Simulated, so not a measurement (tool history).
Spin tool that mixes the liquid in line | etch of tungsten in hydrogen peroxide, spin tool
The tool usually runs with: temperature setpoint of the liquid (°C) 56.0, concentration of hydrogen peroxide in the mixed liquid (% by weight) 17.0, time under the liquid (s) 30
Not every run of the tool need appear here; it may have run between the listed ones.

| run | hour | temperature setpoint of the liquid (°C) | concentration of hydrogen peroxide in the mixed liquid (% by weight) | time under the liquid (s) | wafers since the last listed run | hours since the thermometer was replaced | hours since the peroxide flow meter was replaced | hours since the heated supply line was repaired | hours since the drum of peroxide was connected | hours since the gauge calibration | read-back film thickness of the tungsten reference wafer, read on the same gauge (nm) | thickness taken off the tungsten on a monitor wafer (Å) |
|---|---|---|---|---|---|---|---|---|---|---|---|---|
| 1 | 0.0 | 56.0 | 17.0 | 40 | 0 | 66.9 | 190.7 | 1915.8 | 325.2 | 461.8 | 80.03 | 482.6 |
| 2 | 79.8 | 56.0 | 17.0 | 40 | 1371 | 146.7 | 270.5 | 1995.6 | 405.0 | 541.6 | 80.01 | 472.1 |
| 3 | 154.6 | 56.0 | 17.0 | 40 | 1285 | 221.5 | 345.3 | 2070.4 | 479.8 | 616.4 | 79.99 | 469.9 |
|  | 193.8 | peroxide flow meter replaced |
| 4 | 220.1 | 56.0 | 17.0 | 30 | 1108 | 287.0 | 26.3 | 2135.9 | 545.3 | 681.9 | 80.02 | 366.5 |
| 5 | 293.3 | 56.0 | 17.0 | 30 | 1258 | 360.2 | 99.5 | 2209.1 | 618.5 | 755.1 | 80.01 | 362.5 |
| 6 | 376.6 | 56.0 | 18.0 | 30 | 1431 | 443.5 | 182.8 | 2292.4 | 701.8 | 838.4 | 79.99 | 366.1 |
| 7 | 471.3 | 56.0 | 17.0 | 35 | 1627 | 538.2 | 277.5 | 2387.1 | 796.5 | 933.1 | 79.96 | 419.3 |
|  | 518.9 | new drum of peroxide connected |
| 8 | 562.8 | 56.0 | 17.0 | 35 | 1555 | 629.7 | 369.0 | 2478.6 | 43.9 | 1024.6 | 80.00 | 409.0 |
| 9 | 622.2 | 56.0 | 17.0 | 30 | 1021 | 689.1 | 428.4 | 2538.0 | 103.3 | 1084.0 | 80.00 | 344.8 |
|  | 630.3 | peroxide flow meter replaced |
| 10 | 690.9 | 56.0 | 17.0 | 30 | 1163 | 757.8 | 60.6 | 2606.7 | 172.0 | 1152.7 | 80.00 | 361.7 |
|  | 732.4 | thermometer replaced |
| 11 | 781.1 | 65.0 | 20.0 | 25 | 1533 | 48.7 | 150.8 | 2696.9 | 262.2 | 1242.9 | 80.02 | 543.3 |
|  | 792.2 | gauge calibrated |
| 12 | 860.1 | 56.0 | 17.0 | 40 | 1357 | 127.7 | 229.8 | 2775.9 | 341.2 | 67.9 | 79.99 | 469.0 |
| 13 | 941.8 | 59.0 | 14.5 | 25 | 1404 | 209.4 | 311.5 | 2857.6 | 422.9 | 149.6 | 79.99 | 324.3 |
| 14 | 995.2 | 56.0 | 17.0 | 30 | 917 | 262.8 | 364.9 | 2911.0 | 476.3 | 203.0 | 80.01 | 349.6 |
|  | 1070.1 | peroxide flow meter replaced |
| 15 | 1110.3 | 52.0 | 21.0 | 30 | 1961 | 377.9 | 40.2 | 3026.1 | 591.4 | 318.1 | 80.00 | 321.9 |
|  | 1212.9 | new drum of peroxide connected |
| 16 | 1215.9 | 56.0 | 20.5 | 15 | 1797 | 483.5 | 145.8 | 3131.7 | 3.0 | 423.7 | 79.99 | 199.5 |
|  | 1236.0 | heated supply line repaired |
| 17 | 1302.0 | 56.0 | 21.5 | 40 | 1462 | 569.6 | 231.9 | 66.0 | 89.1 | 509.8 | 79.98 | 538.9 |
| 18 | 1378.0 | 56.0 | 17.0 | 30 | 1306 | 645.6 | 307.9 | 142.0 | 165.1 | 585.8 | 80.00 | 354.9 |
| 19 | 1437.2 | 56.0 | 15.0 | 30 | 1017 | 704.8 | 367.1 | 201.2 | 224.3 | 645.0 | 80.00 | 333.3 |
|  | 1513.5 | peroxide flow meter replaced |
| 20 | 1534.7 | 51.5 | 21.0 | 50 | 1658 | 802.3 | 21.2 | 298.7 | 321.8 | 742.5 | 80.01 | 522.3 |
| 21 | 1581.9 | 56.0 | 12.0 | 30 | 811 | 849.5 | 68.4 | 345.9 | 369.0 | 789.7 | 80.00 | 307.9 |

3 ways to go on from here, each from the tool as it stands after run 21. What would each give?
| A | 1582.3 | 56.0 | 17.0 | 30 | 6 | 849.9 | 68.8 | 346.3 | 369.4 | 790.1 | ? | ? |
| B | 1582.3 | 61.5 | 17.0 | 30 | 6 | 849.9 | 68.8 | 346.3 | 369.4 | 790.1 | ? | ? |
| C | 1582.3 | 62.5 | 18.5 | 30 | 6 | 849.9 | 68.8 | 346.3 | 369.4 | 790.1 | ? | ? |

| run | read-back film thickness of the tungsten reference wafer, read on the same gauge (nm) | thickness taken off the tungsten on a monitor wafer (Å) |
|---|---|---|
| A | 80.01 | 363.9 |
| B | 80.01 | 500.5 |
| C | 80.01 | 552.7 |
Take away the tool's hidden state, keep each run's random variation, and the runs would have read:
| run | thickness taken off the tungsten on a monitor wafer (Å) |
|---|---|
| A | 367.4 |
| B | 505.3 |
| C | 557.9 |

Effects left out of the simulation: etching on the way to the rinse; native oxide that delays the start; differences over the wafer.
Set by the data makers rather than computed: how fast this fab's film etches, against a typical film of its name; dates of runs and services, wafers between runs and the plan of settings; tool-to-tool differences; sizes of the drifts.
